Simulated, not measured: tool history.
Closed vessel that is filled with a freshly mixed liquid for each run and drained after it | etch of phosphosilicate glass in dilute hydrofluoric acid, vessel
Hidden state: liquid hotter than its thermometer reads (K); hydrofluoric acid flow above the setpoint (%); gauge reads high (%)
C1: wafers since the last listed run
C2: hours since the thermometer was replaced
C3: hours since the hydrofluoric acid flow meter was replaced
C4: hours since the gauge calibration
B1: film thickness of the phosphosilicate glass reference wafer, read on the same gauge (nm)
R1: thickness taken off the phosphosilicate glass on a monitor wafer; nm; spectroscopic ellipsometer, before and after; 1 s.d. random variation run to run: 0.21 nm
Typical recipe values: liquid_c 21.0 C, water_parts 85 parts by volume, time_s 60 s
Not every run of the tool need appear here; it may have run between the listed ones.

Run 1, hour 0.0: usual settings but time_s 35 s; C1 0; C2 563.9; C3 1176.4; C4 95.4; B1 110.00. Result: R1 43.12 nm.
Run 2, hour 13.1: usual settings; C1 1770; C2 577.0; C3 1189.5; C4 108.5; B1 110.00. Result: R1 73.80 nm.
Run 3, hour 26.2: usual settings; C1 1770; C2 590.1; C3 1202.6; C4 121.6; B1 110.03. Result: R1 74.07 nm.
Run 4, hour 34.4: usual settings; C1 1108; C2 598.3; C3 1210.8; C4 129.8; B1 110.02. Result: R1 74.10 nm.
Run 5, hour 44.9: usual settings but water_parts 70 parts by volume; C1 1418; C2 608.8; C3 1221.3; C4 140.3; B1 109.98. Result: R1 91.53 nm.
Run 6, hour 59.5: usual settings but water_parts 70 parts by volume; C1 1972; C2 623.4; C3 1235.9; C4 154.9; B1 110.01. Result: R1 91.83 nm.
Run 7, hour 75.7: usual settings but time_s 80 s; C1 2188; C2 639.6; C3 1252.1; C4 171.1; B1 110.01. Result: R1 98.91 nm.
Run 8, hour 88.3: usual settings but time_s 80 s; C1 1702; C2 652.2; C3 1264.7; C4 183.7; B1 110.00. Result: R1 99.17 nm.
Run 9, hour 103.8: usual settings but time_s 80 s; C1 2094; C2 667.7; C3 1280.2; C4 199.2; B1 109.99. Result: R1 99.41 nm.
Run 10, hour 114.8: usual settings but time_s 75 s; C1 1486; C2 678.7; C3 1291.2; C4 210.2; B1 109.98. Result: R1 93.01 nm.
Run 11, hour 130.5: usual settings but time_s 75 s; C1 2121; C2 694.4; C3 1306.9; C4 225.9; B1 109.97. Result: R1 93.69 nm.
At hour 142.4: hydrofluoric acid flow meter replaced.
Run 12, hour 146.6: usual settings but time_s 75 s; C1 2040; C2 710.5; C3 4.2; C4 242.0; B1 109.99. Result: R1 88.89 nm.
Run 13, hour 163.5: usual settings but time_s 50 s; C1 2283; C2 727.4; C3 21.1; C4 258.9; B1 110.00. Result: R1 59.17 nm.
At hour 167.1: thermometer replaced.
Run 14, hour 181.1: usual settings but time_s 50 s; C1 2243; C2 14.0; C3 38.7; C4 276.5; B1 109.97. Result: R1 57.44 nm.
At hour 184.0: gauge calibrated.
Run 15, hour 191.8: usual settings but liquid_c 22.5 C, water_parts 105 parts by volume, time_s 30 s; C1 1445; C2 24.7; C3 49.4; C4 7.8; B1 110.00. Result: R1 28.92 nm.
Run 16, hour 203.6: usual settings but liquid_c 23.5 C, water_parts 105 parts by volume, time_s 30 s; C1 1594; C2 36.5; C3 61.2; C4 19.6; B1 110.01. Result: R1 30.13 nm.
Run 17, hour 219.8: usual settings but time_s 80 s; C1 2188; C2 52.7; C3 77.4; C4 35.8; B1 109.98. Result: R1 92.41 nm.
Run 18, hour 236.4: usual settings but liquid_c 24.0 C, water_parts 120 parts by volume, time_s 95 s; C1 2243; C2 69.3; C3 94.0; C4 52.4; B1 109.99. Result: R1 83.34 nm.
Run 19, hour 254.3: usual settings; C1 2418; C2 87.2; C3 111.9; C4 70.3; B1 109.99. Result: R1 69.52 nm.
Run 20, hour 260.6: usual settings but liquid_c 23.0 C, water_parts 75 parts by volume; C1 851; C2 93.5; C3 118.2; C4 76.6; B1 109.99. Result: R1 86.43 nm.
Run 21, hour 272.4: usual settings but liquid_c 23.0 C, water_parts 110 parts by volume; C1 1594; C2 105.3; C3 130.0; C4 88.4; B1 110.01. Result: R1 56.20 nm.
Run 22, hour 283.0: usual settings but water_parts 125 parts by volume, time_s 80 s; C1 1432; C2 115.9; C3 140.6; C4 99.0; B1 109.99. Result: R1 60.30 nm.
Run 23, hour 297.4: usual settings but time_s 75 s; C1 1945; C2 130.3; C3 155.0; C4 113.4; B1 110.01. Result: R1 86.91 nm.
Run 24, hour 303.6: usual settings but liquid_c 23.5 C, water_parts 60 parts by volume; C1 837; C2 136.5; C3 161.2; C4 119.6; B1 110.01. Result: R1 112.26 nm.
Run 25, hour 318.6: usual settings; C1 2026; C2 151.5; C3 176.2; C4 134.6; B1 110.01. Result: R1 69.65 nm.
Run 26, hour 330.4: usual settings but liquid_c 22.5 C; C1 1594; C2 163.3; C3 188.0; C4 146.4; B1 110.02. Result: R1 74.43 nm.
Run 27, hour 345.6: usual settings but water_parts 100 parts by volume, time_s 80 s; C1 2053; C2 178.5; C3 203.2; C4 161.6; B1 110.00. Result: R1 77.40 nm.
Run 28, hour 359.3: usual settings but water_parts 125 parts by volume, time_s 80 s; C1 1851; C2 192.2; C3 216.9; C4 175.3; B1 110.01. Result: R1 60.60 nm.
Run 29, hour 373.9: usual settings but liquid_c 17.0 C, water_parts 95 parts by volume, time_s 45 s; C1 1972; C2 206.8; C3 231.5; C4 189.9; B1 110.00. Result: R1 39.33 nm.

List, for all runs, the conditions of the tool that the log does not record:
gauge reads high (%): 0 at every run
H1: liquid hotter than its thermometer reads (K)
H2: hydrofluoric acid flow above the setpoint (%)
run      H1     H2
  1   0.717   5.13
  2   0.731   5.19
  3   0.745   5.24
  4   0.753   5.27
  5   0.764   5.31
  6    0.78   5.37
  7   0.797   5.44
  8    0.81   5.49
  9   0.827   5.55
 10   0.838   5.59
 11   0.855   5.65
 12   0.872  0.943
 13    0.89   1.01
 14  0.0206   1.08
 15  0.0319   1.12
 16  0.0444   1.17
 17  0.0614   1.23
 18  0.0789    1.3
 19  0.0978   1.37
 20   0.104    1.4
 21   0.117   1.44
 22   0.128   1.49
 23   0.143   1.54
 24    0.15   1.57
 25   0.166   1.63
 26   0.178   1.67
 27   0.194   1.73
 28   0.208   1.79
 29   0.224   1.85
